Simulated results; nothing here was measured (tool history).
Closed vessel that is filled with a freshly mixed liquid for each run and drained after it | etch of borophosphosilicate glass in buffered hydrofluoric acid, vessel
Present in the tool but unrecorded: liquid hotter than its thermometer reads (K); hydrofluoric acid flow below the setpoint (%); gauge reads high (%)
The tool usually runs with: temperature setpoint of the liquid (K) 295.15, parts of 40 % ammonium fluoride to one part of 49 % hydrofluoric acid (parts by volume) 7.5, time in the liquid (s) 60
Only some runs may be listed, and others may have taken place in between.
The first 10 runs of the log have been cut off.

run,day,temperature setpoint of the liquid (K),parts of 40 % ammonium fluoride to one part of 49 % hydrofluoric acid (parts by volume),time in the liquid (s),wafers since the last listed run,hours since the thermometer was replaced,hours since the hydrofluoric acid flow meter was replaced,hours since the gauge calibration,"read-back film thickness of the borophosphosilicate glass reference wafer, read on the same gauge (nm)",thickness taken off the borophosphosilicate glass on a monitor wafer (nm)
11,27.125,295.15,6.5,60,15793,1077.3,323.9,1189.7,89.97,133.00
12,29.792,295.15,6.5,60,5575,1141.3,387.9,1253.7,89.99,132.36
13,32.175,295.15,7.5,60,4982,1198.5,445.1,1310.9,90.00,113.71
14,34.775,299.65,7.5,80,5435,1260.9,507.5,1373.3,89.98,192.87
15,36.925,295.15,7.5,60,4495,1312.5,559.1,1424.9,90.01,112.51
16,38.458,295.15,7.5,40,3205,1349.3,595.9,1461.7,90.01,73.94
17,46.738,295.15,7.5,60,17309,1548.0,794.6,1660.4,90.02,111.13
18,48.179,295.15,7.5,30,3014,1582.6,829.2,1695.0,89.98,54.93
19,50.529,293.65,6.0,30,4913,1639.0,885.6,1751.4,90.00,62.92
# day 51.304: gauge calibrated
20,53.475,299.15,9.5,75,6158,1709.7,956.3,52.1,90.00,137.57
# day 54.492: thermometer replaced
21,54.633,295.15,7.5,80,2334,3.4,984.1,79.9,90.02,145.79
# day 54.938: hydrofluoric acid flow meter replaced
22,56.638,295.15,7.5,60,4103,51.5,40.8,128.0,90.00,116.61
23,58.579,295.15,6.5,60,4059,98.1,87.4,174.6,90.01,134.25
24,61.575,299.65,6.0,45,6263,170.0,159.3,246.5,90.01,137.20
25,64.225,296.65,10.0,60,5540,233.6,222.9,310.1,89.98,95.72
26,65.383,295.15,6.5,60,2421,261.4,250.7,337.9,90.00,132.35
27,68.004,299.15,7.5,60,5479,324.3,313.6,400.8,89.98,141.12
28,69.400,295.15,9.5,85,2918,357.8,347.1,434.3,89.98,130.20
29,71.538,295.15,7.5,60,4468,409.1,398.4,485.6,90.00,115.67
30,73.000,299.65,6.0,30,3057,444.2,433.5,520.7,90.02,90.12
31,75.438,299.15,7.5,30,5096,502.7,492.0,579.2,90.01,70.70

4 ways to go on from here, each from the tool as it stands after run 31. What would each give?
A,75.467,295.15,7.5,60,60,503.4,492.7,579.9,?,?
B,75.467,298.15,5.0,40,60,503.4,492.7,579.9,?,?
C,75.467,295.15,6.5,35,60,503.4,492.7,579.9,?,?
D,75.467,291.65,7.5,60,60,503.4,492.7,579.9,?,?

run,"read-back film thickness of the borophosphosilicate glass reference wafer, read on the same gauge (nm)",thickness taken off the borophosphosilicate glass on a monitor wafer (nm)
A,90.02,113.24
B,90.02,129.30
C,90.02,76.49
D,90.02,93.40
Without the tool's hidden state the same runs would have given:
run,thickness taken off the borophosphosilicate glass on a monitor wafer (nm)
A,116.54
B,132.30
C,78.29
D,96.12
